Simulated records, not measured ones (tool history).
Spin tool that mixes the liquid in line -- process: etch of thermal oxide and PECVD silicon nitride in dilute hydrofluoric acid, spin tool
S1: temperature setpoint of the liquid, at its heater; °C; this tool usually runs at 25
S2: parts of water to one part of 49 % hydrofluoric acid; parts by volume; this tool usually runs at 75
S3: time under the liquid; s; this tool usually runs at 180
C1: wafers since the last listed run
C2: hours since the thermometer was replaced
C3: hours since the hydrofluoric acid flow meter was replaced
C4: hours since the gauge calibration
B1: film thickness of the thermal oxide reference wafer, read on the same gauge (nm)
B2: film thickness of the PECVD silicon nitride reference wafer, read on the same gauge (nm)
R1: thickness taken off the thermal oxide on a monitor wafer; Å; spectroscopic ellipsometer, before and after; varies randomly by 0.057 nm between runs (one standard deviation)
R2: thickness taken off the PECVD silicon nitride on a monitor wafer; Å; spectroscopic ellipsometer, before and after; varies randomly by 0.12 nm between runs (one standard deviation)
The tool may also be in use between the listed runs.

| run | hour | S1 | S2 | S3 | C1 | C2 | C3 | C4 | B1 | B2 | R1 | R2 |
|---|---|---|---|---|---|---|---|---|---|---|---|---|
| 1 | 0 | 25 | 45 | 180 | 0 | 452.6 | 1521.7 | 1164.1 | 109.97 | 110.01 | 202.8 | 227.3 |
| 2 | 80.8 | 25 | 45 | 180 | 335 | 533.4 | 1602.5 | 1244.9 | 110 | 110 | 202.5 | 231.1 |
| 3 | 182.1 | 25 | 75 | 180 | 420 | 634.7 | 1703.8 | 1346.2 | 110 | 110 | 116.6 | 135.5 |
| 4 | 232.1 | 25 | 75 | 180 | 207 | 684.7 | 1753.8 | 1396.2 | 110.04 | 110.01 | 116.3 | 137.7 |
| 5 | 315.1 | 26.5 | 50 | 280 | 344 | 767.7 | 1836.8 | 1479.2 | 110 | 110 | 299.1 | 341.3 |
| 6 | 371.2 | 22 | 90 | 85 | 233 | 823.8 | 1892.9 | 1535.3 | 109.99 | 110 | 39.7 | 43.8 |
|  | 421.1 | hydrofluoric acid flow meter replaced |
|  | 425.6 | thermometer replaced |
| 7 | 434.1 | 25 | 90 | 235 | 253 | 8.5 | 13 | 1598.2 | 109.98 | 109.99 | 123.4 | 150.3 |
| 8 | 505.3 | 25 | 75 | 180 | 295 | 79.7 | 84.2 | 1669.4 | 109.99 | 110 | 114.6 | 136 |
| 9 | 551.3 | 23 | 45 | 250 | 191 | 125.7 | 130.2 | 1715.4 | 109.98 | 110.02 | 255.2 | 274.8 |
| 10 | 654.9 | 25 | 60 | 180 | 430 | 229.3 | 233.8 | 1819 | 110 | 109.98 | 145.6 | 171.4 |
| 11 | 760.5 | 28.5 | 110 | 180 | 438 | 334.9 | 339.4 | 1924.6 | 110.01 | 110.02 | 85 | 115.2 |
| 12 | 862.5 | 25 | 75 | 180 | 423 | 436.9 | 441.4 | 2026.6 | 110.01 | 110 | 114.9 | 135.8 |
| 13 | 946.5 | 28.5 | 95 | 180 | 348 | 520.9 | 525.4 | 2110.6 | 110.02 | 110 | 100.9 | 134.1 |
| 14 | 1046.3 | 21 | 75 | 140 | 414 | 620.7 | 625.2 | 2210.4 | 110 | 109.99 | 75.3 | 78.2 |
| 15 | 1107.4 | 23.5 | 110 | 180 | 253 | 681.8 | 686.3 | 2271.5 | 110 | 110 | 69.8 | 82 |
|  | 1157.9 | gauge calibrated |
| 16 | 1160.5 | 25 | 90 | 255 | 220 | 734.9 | 739.4 | 2.6 | 110.03 | 110 | 131.8 | 157.3 |
|  | 1231.7 | thermometer replaced |
| 17 | 1448.5 | 25 | 75 | 180 | 1192 | 216.8 | 1027.4 | 290.6 | 109.99 | 110.02 | 117.3 | 138.7 |
| 18 | 1543.6 | 22 | 105 | 225 | 395 | 311.9 | 1122.5 | 385.7 | 109.95 | 109.99 | 89 | 102.3 |
| 19 | 1615.6 | 28.5 | 95 | 180 | 299 | 383.9 | 1194.5 | 457.7 | 110 | 110 | 102.2 | 138.5 |
| 20 | 1711.6 | 26.5 | 50 | 280 | 398 | 479.9 | 1290.5 | 553.7 | 109.99 | 110.02 | 296.7 | 352.4 |
| 21 | 1801.8 | 29 | 75 | 80 | 374 | 570.1 | 1380.7 | 643.9 | 110.01 | 110 | 60.7 | 77.8 |
| 22 | 1839.4 | 29.5 | 75 | 125 | 156 | 607.7 | 1418.3 | 681.5 | 110.01 | 109.97 | 96.2 | 125.1 |
| 23 | 1939.4 | 25 | 55 | 250 | 415 | 707.7 | 1518.3 | 781.5 | 110.02 | 110.03 | 224.7 | 256 |

For run 24, what comes out?
| 24 | 2025.9 | 27 | 65 | 280 | 359 | 794.2 | 1604.8 | 868 | ? | ? | ? | ? |

B1: 110.01
B2: 109.99
R1: 228 Å
R2: 274.6 Å
Were there no unlogged condition in the tool, this run, its random variation unchanged, would have produced R1 228.6 Å, R2 283.9 Å.

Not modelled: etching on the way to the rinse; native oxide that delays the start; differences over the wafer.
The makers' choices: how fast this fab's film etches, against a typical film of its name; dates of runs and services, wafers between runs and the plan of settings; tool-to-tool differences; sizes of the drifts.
